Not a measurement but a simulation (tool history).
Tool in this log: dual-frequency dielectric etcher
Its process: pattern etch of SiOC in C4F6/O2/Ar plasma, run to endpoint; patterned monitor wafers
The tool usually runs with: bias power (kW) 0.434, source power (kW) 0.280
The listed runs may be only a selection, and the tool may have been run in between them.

run,day,bias power (kW),source power (kW),wafers since the last listed run,hours since the last wet clean,hours since the last bias power generator calibration,hours since the last source power generator calibration,hours since the last upper electrode change,"incoming incoming film thickness, nm",endpoint time (s)
1,0.000,0.434,0.280,0,510.0,550.6,4892.0,2210.1,33.71,11.7
# day 2.133: wet clean of the chamber
2,2.154,0.434,0.280,256,0.5,602.3,4943.7,2261.8,33.51,12.2
3,4.567,0.475,0.280,535,58.4,660.2,5001.6,2319.7,33.35,11.6
4,7.304,0.434,0.300,607,124.1,725.9,5067.3,2385.4,33.29,11.6
5,9.533,0.434,0.220,494,177.6,779.4,5120.8,2438.9,33.36,12.8
6,10.654,0.434,0.220,248,204.5,806.3,5147.7,2465.8,33.09,12.7
7,12.112,0.434,0.220,323,239.5,841.3,5182.7,2500.8,33.13,12.7
8,13.933,0.434,0.230,404,283.2,885.0,5226.4,2544.5,33.28,12.5
9,15.933,0.434,0.230,444,331.2,933.0,5274.4,2592.5,33.31,12.4
# day 18.079: source power generator calibrated
10,18.500,0.434,0.230,532,392.8,994.6,10.1,2654.1,33.42,12.4
11,19.617,0.378,0.310,247,419.6,1021.4,36.9,2680.9,33.33,11.7
12,20.658,0.434,0.280,231,444.6,1046.4,61.9,2705.9,33.07,11.5
13,21.833,0.434,0.280,260,472.8,1074.6,90.1,2734.1,33.52,11.7
14,23.058,0.338,0.330,272,502.2,1104.0,119.5,2763.5,33.34,11.7
# day 26.512: wet clean of the chamber
15,26.533,0.346,0.300,549,0.5,1187.4,202.9,2846.9,33.09,12.9
16,28.425,0.331,0.330,420,45.9,1232.8,248.3,2892.3,33.42,12.7
17,30.421,0.434,0.280,443,93.8,1280.7,296.2,2940.2,33.44,12.1
18,33.358,0.434,0.280,652,164.3,1351.2,366.7,3010.7,33.19,12.0
19,35.379,0.397,0.250,448,212.8,1399.7,415.2,3059.2,33.22,12.7
20,37.621,0.381,0.320,497,266.6,1453.5,469.0,3113.0,32.82,11.6
21,39.012,0.434,0.280,309,300.0,1486.9,502.4,3146.4,33.19,11.9
22,40.542,0.434,0.280,339,336.7,1523.6,539.1,3183.1,33.36,11.8
23,41.617,0.434,0.280,238,362.5,1549.4,564.9,3208.9,33.50,11.8
24,43.067,0.531,0.310,321,397.3,1584.2,599.7,3243.7,33.42,10.7
25,44.725,0.540,0.260,368,437.1,1624.0,639.5,3283.5,33.67,11.3
# day 45.425: bias power generator calibrated
# day 46.438: upper electrode replaced
26,46.667,0.498,0.280,172,483.7,29.8,686.1,5.5,33.25,11.2
27,48.288,0.434,0.280,359,522.6,68.7,725.0,44.4,33.56,11.7
# day 51.738: wet clean of the chamber
28,51.758,0.434,0.280,548,0.5,152.0,808.3,127.7,33.58,12.3
29,52.392,0.434,0.340,140,15.7,167.2,823.5,142.9,33.23,11.2
30,53.929,0.434,0.240,341,52.6,204.1,860.4,179.8,33.70,12.7
31,56.788,0.378,0.310,634,121.2,272.7,929.0,248.4,33.40,12.1
32,58.204,0.378,0.330,314,155.2,306.7,963.0,282.4,33.57,11.8
33,59.896,0.346,0.240,375,195.8,347.3,1003.6,323.0,33.36,13.5
34,62.762,0.515,0.280,636,264.6,416.1,1072.4,391.8,33.35,11.3
35,64.375,0.364,0.320,358,303.3,454.8,1111.1,430.5,33.21,12.0

4 ways to go on from here, each from the tool as it stands after run 35. What would each give?
A,64.392,0.434,0.280,3,303.7,455.2,1111.5,430.9,33.10,?
B,64.392,0.537,0.310,3,303.7,455.2,1111.5,430.9,33.10,?
C,64.392,0.494,0.280,3,303.7,455.2,1111.5,430.9,33.10,?
D,64.392,0.329,0.280,3,303.7,455.2,1111.5,430.9,33.10,?

run,endpoint time (s)
A,11.8
B,10.7
C,11.3
D,12.9
With the hidden condition removed and each run's random variation left untouched, the same runs would have given:
run,endpoint time (s)
A,12.2
B,11.0
C,11.7
D,13.3

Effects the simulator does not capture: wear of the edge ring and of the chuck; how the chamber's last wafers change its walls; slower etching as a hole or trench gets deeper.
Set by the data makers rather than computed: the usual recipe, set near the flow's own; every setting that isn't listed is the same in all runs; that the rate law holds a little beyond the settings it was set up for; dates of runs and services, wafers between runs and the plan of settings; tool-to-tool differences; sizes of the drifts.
